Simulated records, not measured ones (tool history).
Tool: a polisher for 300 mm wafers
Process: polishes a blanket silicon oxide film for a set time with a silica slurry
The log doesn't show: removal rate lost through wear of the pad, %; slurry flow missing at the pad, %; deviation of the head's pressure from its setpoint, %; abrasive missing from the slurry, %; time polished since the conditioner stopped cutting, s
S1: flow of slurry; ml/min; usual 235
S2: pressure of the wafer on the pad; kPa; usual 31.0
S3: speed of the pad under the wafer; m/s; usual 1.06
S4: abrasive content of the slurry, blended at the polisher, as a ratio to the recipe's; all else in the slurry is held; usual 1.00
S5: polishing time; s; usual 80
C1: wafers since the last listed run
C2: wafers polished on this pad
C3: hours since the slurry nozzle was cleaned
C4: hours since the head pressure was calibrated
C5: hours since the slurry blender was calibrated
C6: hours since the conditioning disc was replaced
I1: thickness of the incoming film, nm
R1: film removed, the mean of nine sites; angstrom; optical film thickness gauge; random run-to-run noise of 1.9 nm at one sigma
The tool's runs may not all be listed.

run    hour   S1    S2    S3    S4  S5   C1    C2     C3     C4     C5     C6      I1    R1
  1     0.0  235  31.0  1.06  1.00  80    0   693  545.5  134.3   12.9  250.1  1167.4  2200
  2    58.9  260  31.0  1.06  1.00  80  454  1148  604.4  193.2   71.8  309.0  1154.5  2144
  3   113.6  260  31.0  1.06  1.00  80  422  1570  659.1  247.9  126.5  363.7  1158.1  2075
      137.2  -- worn pad replaced by a new one
  4   153.9  260  31.0  1.06  1.00  80  280   129  699.4  288.2  166.8  404.0  1141.3  2312
  5   216.7  235  31.0  1.06  1.00  80  485   614  762.2  351.0  229.6  466.8  1137.0  2179
      249.9  -- slurry blender recalibrated
  6   286.4  235  31.0  1.06  1.00  80  522  1137  831.9  420.7   36.5  536.5  1143.1  2160
  7   338.4  235  31.0  1.06  1.00  80  401  1538  883.9  472.7   88.5  588.5  1137.2  2046
      364.5  -- conditioning disc replaced and pad reconditioned
  8   367.3  180  31.0  1.06  1.00  80  207  1746  912.8  501.6  117.4    2.8  1138.8  1947
      377.9  -- worn pad replaced by a new one
  9   397.6  235  31.0  1.06  1.00  80  203   152  943.1  531.9  147.7   33.1  1153.0  2235
      416.1  -- slurry nozzle cleaned
 10   460.1  235  31.0  1.06  1.00  80  474   627   44.0  594.4  210.2   95.6  1149.8  2174
      495.3  -- slurry blender recalibrated
 11   527.5  235  31.0  1.06  1.00  80  505  1132  111.4  661.8   32.2  163.0  1170.5  2071
 12   561.7  235  31.0  1.06  1.00  80  264  1396  145.6  696.0   66.4  197.2  1161.5  2088
      590.7  -- worn pad replaced by a new one
 13   632.9  235  33.8  0.70  1.00  80  519   325  216.8  767.2  137.6  268.4  1156.0  1724
 14   698.4  310  31.0  0.68  1.00  80  505   831  282.3  832.7  203.1  333.9  1144.9  1597
 15   730.3  235  31.0  1.06  1.00  80  246  1078  314.2  864.6  235.0  365.8  1155.0  2129
      778.0  -- slurry blender recalibrated
 16   778.5  235  40.7  1.44  1.25  80  356  1435  362.4  912.8    0.5  414.0  1130.0  3401
      781.3  -- head pressure recalibrated
      792.8  -- worn pad replaced by a new one
 17   830.2  305  31.0  1.06  0.75  80  352   289  414.1   48.9   52.2  465.7  1131.9  1992
 18   864.0  160  42.1  0.78  1.00  89  261   550  447.9   82.7   86.0  499.5  1147.1  2204
      867.4  -- conditioning disc replaced and pad reconditioned
 19   919.0  235  31.0  1.40  1.00  80  409   959  502.9  137.7  141.0   51.6  1155.1  2630
 20   963.9  235  31.0  0.92  1.20  80  346  1306  547.8  182.6  185.9   96.5  1143.3  2025
 21   999.0  235  31.0  1.06  1.00  80  271  1577  582.9  217.7  221.0  131.6  1160.6  2022
     1011.1  -- worn pad replaced by a new one
     1030.7  -- slurry blender recalibrated
 22  1031.2  235  31.0  1.06  1.00  80  202   140  615.1  249.9    0.5  163.8  1134.2  2267
 23  1071.6  260  31.0  1.06  1.00  80  312   452  655.5  290.3   40.9  204.2  1164.0  2251
 24  1113.7  310  40.0  1.06  0.80  62  325   777  697.6  332.4   83.0  246.3  1148.6  1830

Consider 4 possible next runs. They are alternatives, not a sequence: every one starts from the tool as it was left by run 24. What does each give?
  A  1114.1  235  31.0  1.06  1.20  80   3  780  698.0  332.8  83.4  246.7  1138.9   ?
  B  1114.1  210  31.0  1.06  1.25  80   3  780  698.0  332.8  83.4  246.7  1138.9   ?
  C  1114.1  235  22.8  1.36  1.25  59   3  780  698.0  332.8  83.4  246.7  1138.9   ?
  D  1114.1  195  22.8  1.06  1.00  80   3  780  698.0  332.8  83.4  246.7  1138.9   ?

run    R1
  A  2389
  B  2392
  C  1821
  D  1811
The same runs, with their run-to-run variation unchanged, on a tool lacking any hidden condition would have given:
run    R1
  A  2516
  B  2519
  C  1918
  D  1907

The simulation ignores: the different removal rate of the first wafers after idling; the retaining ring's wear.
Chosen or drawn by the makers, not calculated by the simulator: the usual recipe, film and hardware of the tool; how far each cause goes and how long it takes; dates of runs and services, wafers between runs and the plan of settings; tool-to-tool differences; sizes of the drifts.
